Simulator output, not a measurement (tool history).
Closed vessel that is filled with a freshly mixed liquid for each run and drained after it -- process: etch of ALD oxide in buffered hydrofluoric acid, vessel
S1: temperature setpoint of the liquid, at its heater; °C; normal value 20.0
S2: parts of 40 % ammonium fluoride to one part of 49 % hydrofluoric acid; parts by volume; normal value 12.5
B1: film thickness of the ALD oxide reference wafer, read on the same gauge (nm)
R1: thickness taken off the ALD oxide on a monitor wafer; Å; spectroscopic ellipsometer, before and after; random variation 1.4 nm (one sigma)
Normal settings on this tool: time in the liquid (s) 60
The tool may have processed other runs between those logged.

run 1 hour=0.0 | S1=18.0 S2=12.5 time_in_the_liquid_(s)=60 | B1=90.01 | R1=1422.3
run 2 hour=46.5 | S1=18.0 S2=12.5 time_in_the_liquid_(s)=60 | B1=90.03 | R1=1411.1
run 3 hour=110.4 | S1=20.0 S2=12.5 time_in_the_liquid_(s)=60 | B1=89.98 | R1=1587.0
run 4 hour=177.5 | S1=20.0 S2=12.5 time_in_the_liquid_(s)=60 | B1=89.99 | R1=1572.3
run 5 hour=233.0 | S1=20.0 S2=12.5 time_in_the_liquid_(s)=60 | B1=90.01 | R1=1554.0
run 6 hour=262.5 | S1=20.0 S2=12.5 time_in_the_liquid_(s)=60 | B1=90.03 | R1=1551.1
run 7 hour=288.6 | S1=20.0 S2=12.5 time_in_the_liquid_(s)=60 | B1=90.00 | R1=1546.0
run 8 hour=332.5 | S1=20.0 S2=12.5 time_in_the_liquid_(s)=60 | B1=90.00 | R1=1537.2
run 9 hour=368.2 | S1=20.0 S2=12.5 time_in_the_liquid_(s)=60 | B1=90.00 | R1=1523.6
run 10 hour=429.3 | S1=17.5 S2=12.5 time_in_the_liquid_(s)=60 | B1=89.99 | R1=1316.6
run 11 hour=458.5 | S1=24.0 S2=15.5 time_in_the_liquid_(s)=90 | B1=90.01 | R1=2298.8
run 12 hour=526.4 | S1=18.5 S2=11.0 time_in_the_liquid_(s)=80 | B1=90.01 | R1=2047.6
-- hour=540.5 hydrofluoric acid flow meter replaced
run 13 hour=575.0 | S1=17.0 S2=12.5 time_in_the_liquid_(s)=60 | B1=89.98 | R1=1256.0
-- hour=580.5 gauge calibrated
run 14 hour=622.3 | S1=17.5 S2=14.0 time_in_the_liquid_(s)=60 | B1=90.05 | R1=1145.9
-- hour=690.1 thermometer replaced
run 15 hour=693.6 | S1=17.5 S2=12.5 time_in_the_liquid_(s)=75 | B1=90.00 | R1=1862.1
run 16 hour=731.3 | S1=20.0 S2=14.5 time_in_the_liquid_(s)=60 | B1=89.99 | R1=1479.9
run 17 hour=769.2 | S1=23.5 S2=14.0 time_in_the_liquid_(s)=30 | B1=90.01 | R1=930.7
run 18 hour=821.1 | S1=20.0 S2=12.5 time_in_the_liquid_(s)=60 | B1=90.00 | R1=1717.6
run 19 hour=870.4 | S1=20.0 S2=10.5 time_in_the_liquid_(s)=30 | B1=90.00 | R1=1001.2
run 20 hour=910.5 | S1=20.0 S2=12.5 time_in_the_liquid_(s)=60 | B1=90.03 | R1=1698.9

Here are 3 independent what-if runs from the current tool condition. What would each one return?
run A hour=911.2 | S1=20.0 S2=9.5 time_in_the_liquid_(s)=60 | B1=? | R1=?
run B hour=911.2 | S1=20.0 S2=15.5 time_in_the_liquid_(s)=30 | B1=? | R1=?
run C hour=911.2 | S1=18.5 S2=8.5 time_in_the_liquid_(s)=30 | B1=? | R1=?

run=A B1=90.03 R1=2187.3
run=B B1=90.03 R1=689.4
run=C B1=90.03 R1=1106.2
The same runs, with their run-to-run variation unchanged, on a tool lacking any hidden condition would have given:
run=A R1=2271.1
run=B R1=715.8
run=C R1=1149.0
